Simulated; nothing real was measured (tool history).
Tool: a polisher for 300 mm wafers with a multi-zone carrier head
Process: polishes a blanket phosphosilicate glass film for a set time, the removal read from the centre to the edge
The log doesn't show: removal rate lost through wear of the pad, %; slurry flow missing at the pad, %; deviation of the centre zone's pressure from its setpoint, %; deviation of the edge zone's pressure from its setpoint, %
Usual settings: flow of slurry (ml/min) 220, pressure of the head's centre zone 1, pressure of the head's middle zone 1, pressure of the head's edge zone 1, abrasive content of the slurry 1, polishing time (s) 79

run,hour,flow of slurry (ml/min),pressure of the head's centre zone,pressure of the head's middle zone,pressure of the head's edge zone,abrasive content of the slurry,polishing time (s),wafers since the last listed run,wafers polished on this pad,hours since the slurry nozzle was cleaned,hours since the centre zone pressure was calibrated,hours since the edge zone pressure was calibrated,hours since the carrier head's membrane was replaced,"incoming thickness of the incoming film, nm",film removed at the wafer's centre (Å),film removed at mid-radius (Å),film removed at the wafer's edge (Å)
1,0,280,1,1,1,1,79,0,1178,48.6,102,999.2,1334.3,3804.2,8133,7614,7592
2,17.4,280,1,1,1,1,79,132,1310,66,119.4,1016.6,1351.7,3797.7,8142,7588,7659
# hour 29.1: worn pad replaced by a new one
3,41.9,250,1.09,1,1,1,79,155,97,90.5,143.9,1041.1,1376.2,3831.3,8782,7348,7461
4,56.3,220,1,1.03,1,1,79,109,206,104.9,158.3,1055.5,1390.6,3820,7939,7606,7485
5,76.6,185,1,0.94,1,1,60,154,361,125.2,178.6,1075.8,1410.9,3870.7,5924,5261,5561
6,93.8,220,0.91,1,1,1,67,130,491,142.4,195.8,1093,1428.1,3833.5,6319,6134,6300
7,110.4,220,1,1,1,1,57,126,618,159,212.4,1109.6,1444.7,3767.7,5925,5399,5334
# hour 142.7: carrier head's membrane replaced by a new one
8,143.2,175,1,1,1,1,79,211,829,191.8,245.2,1142.4,0.5,3784.2,7787,7214,7238
9,164.3,220,1,1,1,1,79,160,990,212.9,266.3,1163.5,21.6,3786.7,8142,7370,7473
10,178.4,260,1,1.08,1,1,79,107,1097,227,280.4,1177.6,35.7,3830.5,8279,8217,7553
11,214.3,220,1,1,1,1,79,273,1370,262.9,316.3,1213.5,71.6,3870.2,8156,7444,7505
# hour 241.9: worn pad replaced by a new one
12,242.4,220,1,1,1,1,79,183,3,291,344.4,1241.6,99.7,3827.5,8243,7456,7507
# hour 247.1: edge zone pressure recalibrated
13,271.8,220,1,1,1,1,79,208,212,320.4,373.8,24.7,129.1,3819.4,8203,7382,7466
14,298,220,1,1,1,0.9,79,199,411,346.6,400,50.9,155.3,3768.6,7700,7055,7073
15,319.4,180,1,1.08,1.06,1,79,162,574,368,421.4,72.3,176.7,3835.7,7996,7730,7473
16,344.1,220,0.89,1,1.05,1,97,187,762,392.7,446.1,97,201.4,3849.3,8980,9186,9213
# hour 397.9: centre zone pressure recalibrated
# hour 401.3: slurry nozzle cleaned
17,424.6,220,1.09,1,1.09,0.85,90,589,1352,23.3,26.7,177.5,281.9,3862.3,8537,7827,8131
# hour 447.3: worn pad replaced by a new one
18,458.2,160,1,1,1,1,52,225,83,56.9,60.3,211.1,315.5,3901.7,4760,4832,4769
19,475.9,165,1,1,1,1,79,134,217,74.6,78,228.8,333.2,3840.1,7230,7109,7199
20,507.4,220,0.93,1,1,0.8,79,239,457,106.1,109.5,260.3,364.7,3796.7,6385,6861,6658
21,531.9,180,1,0.95,1,1,95,186,643,130.6,134,284.8,389.2,3806.7,9043,8376,8808

Forecast each of these 4 alternatives for the next run:
A,532.4,220,1,1.11,1,1,79,3,647,131.1,134.5,285.3,389.7,3853.7,?,?,?
B,532.4,220,1,0.9,1,1.25,79,3,647,131.1,134.5,285.3,389.7,3853.7,?,?,?
C,532.4,220,1,0.96,1,1,58,3,647,131.1,134.5,285.3,389.7,3853.7,?,?,?
D,532.4,220,1,1.06,1,1,79,3,647,131.1,134.5,285.3,389.7,3853.7,?,?,?

run,film removed at the wafer's centre (Å),film removed at mid-radius (Å),film removed at the wafer's edge (Å)
A,7802,8102,7366
B,8599,7492,8154
C,5722,5259,5419
D,7799,7789,7371
Without the tool's hidden state the same runs would have given:
run,film removed at the wafer's centre (Å),film removed at mid-radius (Å),film removed at the wafer's edge (Å)
A,7463,8104,7366
B,8226,7494,8154
C,5473,5260,5419
D,7460,7791,7371

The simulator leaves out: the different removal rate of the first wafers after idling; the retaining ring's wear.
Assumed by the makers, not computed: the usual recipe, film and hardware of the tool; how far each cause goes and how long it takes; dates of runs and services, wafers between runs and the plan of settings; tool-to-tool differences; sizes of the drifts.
